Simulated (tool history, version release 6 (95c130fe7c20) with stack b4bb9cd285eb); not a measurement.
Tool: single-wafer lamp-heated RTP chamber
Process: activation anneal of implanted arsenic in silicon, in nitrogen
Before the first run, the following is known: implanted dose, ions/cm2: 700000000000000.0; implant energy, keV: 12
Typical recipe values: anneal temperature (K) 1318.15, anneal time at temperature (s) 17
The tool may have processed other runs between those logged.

run,hour,anneal temperature (K),anneal time at temperature (s),wafers since the last listed run,wafers since the last pyrometer calibration,wafers since the reflector plate was cleaned,hours since the gauge calibration,"read-back reference wafer on the same gauge, sheet resistance",sheet resistance of the implanted and annealed layer (ohm/square)
1,0.0,1318.15,17,0,6527,8079,701.2,178.16,168.14
2,13.8,1318.15,17,154,6681,8233,715.0,178.32,168.39
3,39.8,1318.15,17,290,6972,8524,741.0,178.30,168.05
4,62.4,1325.15,17,252,7224,8777,763.6,178.27,165.92
5,75.9,1325.15,17,150,7375,8927,777.1,177.92,165.62
6,97.8,1325.15,17,244,7620,9172,799.0,177.98,165.79
7,129.1,1332.15,17,349,7970,9522,830.3,178.12,164.39
8,149.3,1340.15,17,225,8196,9748,850.5,177.91,162.14
# hour 173.1: pyrometer window cleaned and pyrometer calibrated
9,173.6,1340.15,17,182,5,9930,874.8,177.91,165.49
10,199.3,1340.15,17,287,293,10218,900.5,177.84,164.94
11,220.8,1299.15,20,240,533,10458,922.0,177.83,176.28
12,233.9,1299.15,20,146,680,10605,935.1,178.10,175.30
# hour 241.7: gauge calibrated
13,259.7,1299.15,20,288,968,10893,18.0,178.02,177.05
14,284.5,1338.15,17,277,1245,11170,42.8,177.75,164.99
15,298.5,1338.15,17,156,1402,11327,56.8,178.06,166.08
16,327.4,1308.15,17,323,1725,11650,85.7,177.64,175.19
17,362.2,1344.15,27,389,2114,12039,120.5,177.99,156.57
18,391.5,1318.15,17,327,2442,12367,149.8,178.02,171.56
19,416.5,1318.15,24,279,2721,12646,174.8,177.95,166.37
20,442.7,1318.15,17,292,3014,12939,201.0,177.96,170.24
21,472.3,1342.15,10,330,3345,13270,230.6,177.97,171.25
22,502.0,1326.15,23,332,3677,13602,260.3,178.10,164.72
23,535.3,1346.15,10,372,4049,13974,293.6,178.02,169.39
24,556.9,1318.15,25,241,4291,14216,315.2,178.01,165.27
25,569.0,1302.15,21,135,4426,14351,327.3,177.93,172.34
26,592.0,1318.15,9,257,4683,14608,350.3,178.06,178.55
27,607.3,1335.15,8,171,4854,14779,365.6,177.92,175.75
28,633.4,1318.15,17,291,5146,15071,391.7,178.03,169.41
# hour 645.7: reflector plate cleaned
29,647.2,1345.15,25,64,5211,16,405.5,178.23,156.74
30,683.0,1346.15,10,400,5611,416,441.3,177.84,168.14
31,717.0,1347.15,14,380,5991,796,475.3,177.94,164.04
32,737.0,1303.15,14,223,6215,1020,495.3,177.89,178.13
33,760.5,1342.15,12,262,6478,1283,518.8,177.81,165.32
34,836.9,1318.15,17,854,7332,2137,595.2,178.24,169.26
35,862.4,1301.15,10,285,7617,2422,620.7,178.18,183.40
36,882.6,1288.15,25,225,7843,2648,640.9,178.02,172.84
37,900.1,1303.15,21,195,8039,2844,658.4,177.99,169.84

4 options for the next run, each taken on its own from the tool as it stands now. Forecast them:
A,900.5,1318.15,17,4,8043,2848,658.8,?,?
B,900.5,1295.15,13,4,8043,2848,658.8,?,?
C,900.5,1333.15,14,4,8043,2848,658.8,?,?
D,900.5,1290.15,26,4,8043,2848,658.8,?,?

run,"read-back reference wafer on the same gauge, sheet resistance",sheet resistance of the implanted and annealed layer (ohm/square)
A,177.88,167.05
B,177.88,178.76
C,177.88,165.20
D,177.88,170.00
What these runs would have given with no unlogged condition in the tool:
run,sheet resistance of the implanted and annealed layer (ohm/square)
A,171.36
B,183.64
C,169.27
D,174.83
